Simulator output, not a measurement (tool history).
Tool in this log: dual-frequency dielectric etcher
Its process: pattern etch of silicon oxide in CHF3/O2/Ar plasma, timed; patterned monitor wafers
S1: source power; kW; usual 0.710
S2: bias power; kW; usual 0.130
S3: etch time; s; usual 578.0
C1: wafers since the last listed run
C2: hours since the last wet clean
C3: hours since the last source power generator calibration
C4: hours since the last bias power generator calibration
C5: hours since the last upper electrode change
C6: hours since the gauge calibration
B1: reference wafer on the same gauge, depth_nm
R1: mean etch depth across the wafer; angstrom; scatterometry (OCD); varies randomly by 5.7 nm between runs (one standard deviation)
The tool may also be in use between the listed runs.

{"run": 1, "hour": 0.0, "S1": 0.77, "S2": 0.13, "S3": 578.0, "C1": 0, "C2": 225.7, "C3": 1346.9, "C4": 1348.9, "C5": 2681.0, "C6": 1259.2, "B1": 835.4, "R1": 10074}
{"run": 2, "hour": 75.4, "S1": 0.77, "S2": 0.13, "S3": 578.0, "C1": 198, "C2": 301.1, "C3": 1422.3, "C4": 1424.3, "C5": 2756.4, "C6": 1334.6, "B1": 837.3, "R1": 9978}
{"run": 3, "hour": 115.7, "S1": 0.77, "S2": 0.13, "S3": 578.0, "C1": 106, "C2": 341.4, "C3": 1462.6, "C4": 1464.6, "C5": 2796.7, "C6": 1374.9, "B1": 837.3, "R1": 10130}
{"run": 4, "hour": 216.0, "S1": 0.83, "S2": 0.13, "S3": 578.0, "C1": 264, "C2": 441.7, "C3": 1562.9, "C4": 1564.9, "C5": 2897.0, "C6": 1475.2, "B1": 836.7, "R1": 10397}
{"run": 5, "hour": 321.9, "S1": 0.83, "S2": 0.13, "S3": 578.0, "C1": 278, "C2": 547.6, "C3": 1668.8, "C4": 1670.8, "C5": 3002.9, "C6": 1581.1, "B1": 837.4, "R1": 10401}
{"hour": 443.4, "done": "wet clean of the chamber"}
{"run": 6, "hour": 443.9, "S1": 0.71, "S2": 0.13, "S3": 521.0, "C1": 258, "C2": 0.5, "C3": 1790.8, "C4": 1792.8, "C5": 3124.9, "C6": 1703.1, "B1": 837.1, "R1": 8786}
{"run": 7, "hour": 519.0, "S1": 0.71, "S2": 0.13, "S3": 521.0, "C1": 197, "C2": 75.6, "C3": 1865.9, "C4": 1867.9, "C5": 3200.0, "C6": 1778.2, "B1": 836.3, "R1": 8802}
{"run": 8, "hour": 565.1, "S1": 0.82, "S2": 0.13, "S3": 578.0, "C1": 121, "C2": 121.7, "C3": 1912.0, "C4": 1914.0, "C5": 3246.1, "C6": 1824.3, "B1": 837.2, "R1": 10401}
{"run": 9, "hour": 605.3, "S1": 0.82, "S2": 0.13, "S3": 578.0, "C1": 105, "C2": 161.9, "C3": 1952.2, "C4": 1954.2, "C5": 3286.3, "C6": 1864.5, "B1": 836.8, "R1": 10270}
{"run": 10, "hour": 687.5, "S1": 0.71, "S2": 0.13, "S3": 578.0, "C1": 216, "C2": 244.1, "C3": 2034.4, "C4": 2036.4, "C5": 3368.5, "C6": 1946.7, "B1": 835.6, "R1": 9738}
{"hour": 743.2, "done": "source power generator calibrated"}
{"run": 11, "hour": 776.7, "S1": 0.71, "S2": 0.13, "S3": 578.0, "C1": 224, "C2": 333.3, "C3": 33.5, "C4": 2125.6, "C5": 3457.7, "C6": 2035.9, "B1": 836.3, "R1": 9729}
{"run": 12, "hour": 838.8, "S1": 0.71, "S2": 0.13, "S3": 578.0, "C1": 163, "C2": 395.4, "C3": 95.6, "C4": 2187.7, "C5": 3519.8, "C6": 2098.0, "B1": 836.3, "R1": 9746}
{"hour": 1028.5, "done": "wet clean of the chamber"}
{"hour": 1086.7, "done": "bias power generator calibrated"}
{"run": 13, "hour": 1144.7, "S1": 0.6, "S2": 0.13, "S3": 578.0, "C1": 731, "C2": 116.2, "C3": 401.5, "C4": 58.0, "C5": 3825.7, "C6": 2403.9, "B1": 837.5, "R1": 9099}
{"run": 14, "hour": 1248.3, "S1": 0.71, "S2": 0.13, "S3": 578.0, "C1": 272, "C2": 219.8, "C3": 505.1, "C4": 161.6, "C5": 3929.3, "C6": 2507.5, "B1": 836.4, "R1": 9827}
{"run": 15, "hour": 1297.8, "S1": 0.8, "S2": 0.116, "S3": 638.5, "C1": 130, "C2": 269.3, "C3": 554.6, "C4": 211.1, "C5": 3978.8, "C6": 2557.0, "B1": 837.3, "R1": 10894}
{"hour": 1351.0, "done": "upper electrode replaced"}
{"run": 16, "hour": 1384.8, "S1": 0.84, "S2": 0.157, "S3": 650.5, "C1": 165, "C2": 356.3, "C3": 641.6, "C4": 298.1, "C5": 33.8, "C6": 2644.0, "B1": 836.7, "R1": 12730}
{"hour": 1455.3, "done": "gauge calibrated"}
{"run": 17, "hour": 1487.7, "S1": 0.71, "S2": 0.113, "S3": 491.0, "C1": 270, "C2": 459.2, "C3": 744.5, "C4": 401.0, "C5": 136.7, "C6": 32.4, "B1": 837.7, "R1": 7767}
{"run": 18, "hour": 1588.0, "S1": 0.78, "S2": 0.14, "S3": 717.0, "C1": 264, "C2": 559.5, "C3": 844.8, "C4": 501.3, "C5": 237.0, "C6": 132.7, "B1": 836.8, "R1": 13002}
{"run": 19, "hour": 1624.8, "S1": 0.8, "S2": 0.141, "S3": 665.5, "C1": 96, "C2": 596.3, "C3": 881.6, "C4": 538.1, "C5": 273.8, "C6": 169.5, "B1": 837.8, "R1": 12243}
{"hour": 1670.7, "done": "wet clean of the chamber"}
{"run": 20, "hour": 1722.8, "S1": 0.56, "S2": 0.151, "S3": 736.0, "C1": 194, "C2": 52.1, "C3": 979.6, "C4": 636.1, "C5": 371.8, "C6": 267.5, "B1": 837.9, "R1": 12171}
{"run": 21, "hour": 1828.5, "S1": 0.71, "S2": 0.13, "S3": 578.0, "C1": 278, "C2": 157.8, "C3": 1085.3, "C4": 741.8, "C5": 477.5, "C6": 373.2, "B1": 836.7, "R1": 9790}
{"run": 22, "hour": 1879.9, "S1": 0.71, "S2": 0.161, "S3": 578.0, "C1": 135, "C2": 209.2, "C3": 1136.7, "C4": 793.2, "C5": 528.9, "C6": 424.6, "B1": 837.3, "R1": 10750}
{"run": 23, "hour": 1920.3, "S1": 0.86, "S2": 0.13, "S3": 578.0, "C1": 106, "C2": 249.6, "C3": 1177.1, "C4": 833.6, "C5": 569.3, "C6": 465.0, "B1": 837.5, "R1": 10684}
{"run": 24, "hour": 2026.5, "S1": 0.71, "S2": 0.13, "S3": 578.0, "C1": 279, "C2": 355.8, "C3": 1283.3, "C4": 939.8, "C5": 675.5, "C6": 571.2, "B1": 838.1, "R1": 9780}
{"run": 25, "hour": 2170.6, "S1": 0.62, "S2": 0.1, "S3": 516.5, "C1": 379, "C2": 499.9, "C3": 1427.4, "C4": 1083.9, "C5": 819.6, "C6": 715.3, "B1": 836.6, "R1": 7431}
{"hour": 2198.8, "done": "wet clean of the chamber"}
{"run": 26, "hour": 2231.1, "S1": 0.58, "S2": 0.142, "S3": 482.0, "C1": 96, "C2": 32.3, "C3": 1487.9, "C4": 1144.4, "C5": 880.1, "C6": 775.8, "B1": 837.1, "R1": 7864}
{"run": 27, "hour": 2274.4, "S1": 0.57, "S2": 0.109, "S3": 578.0, "C1": 114, "C2": 75.6, "C3": 1531.2, "C4": 1187.7, "C5": 923.4, "C6": 819.1, "B1": 837.8, "R1": 8360}

Alternative continuations, all from the tool just after run 27; predict every row:
{"run": "A", "hour": 2275.0, "S1": 0.71, "S2": 0.13, "S3": 578.0, "C1": 1, "C2": 76.2, "C3": 1531.8, "C4": 1188.3, "C5": 924.0, "C6": 819.7, "B1": "?", "R1": "?"}
{"run": "B", "hour": 2275.0, "S1": 0.71, "S2": 0.151, "S3": 578.0, "C1": 1, "C2": 76.2, "C3": 1531.8, "C4": 1188.3, "C5": 924.0, "C6": 819.7, "B1": "?", "R1": "?"}
{"run": "C", "hour": 2275.0, "S1": 0.6, "S2": 0.13, "S3": 459.5, "C1": 1, "C2": 76.2, "C3": 1531.8, "C4": 1188.3, "C5": 924.0, "C6": 819.7, "B1": "?", "R1": "?"}
{"run": "D", "hour": 2275.0, "S1": 0.71, "S2": 0.142, "S3": 445.5, "C1": 1, "C2": 76.2, "C3": 1531.8, "C4": 1188.3, "C5": 924.0, "C6": 819.7, "B1": "?", "R1": "?"}
{"run": "E", "hour": 2275.0, "S1": 0.71, "S2": 0.119, "S3": 442.0, "C1": 1, "C2": 76.2, "C3": 1531.8, "C4": 1188.3, "C5": 924.0, "C6": 819.7, "B1": "?", "R1": "?"}

run=A B1=837.0 R1=9765
run=B B1=837.0 R1=10412
run=C B1=837.0 R1=7281
run=D B1=837.0 R1=7817
run=E B1=837.0 R1=7188
Without the tool's unlogged condition, the same runs would have read:
run=A R1=9765
run=B R1=10412
run=C R1=7281
run=D R1=7817
run=E R1=7188
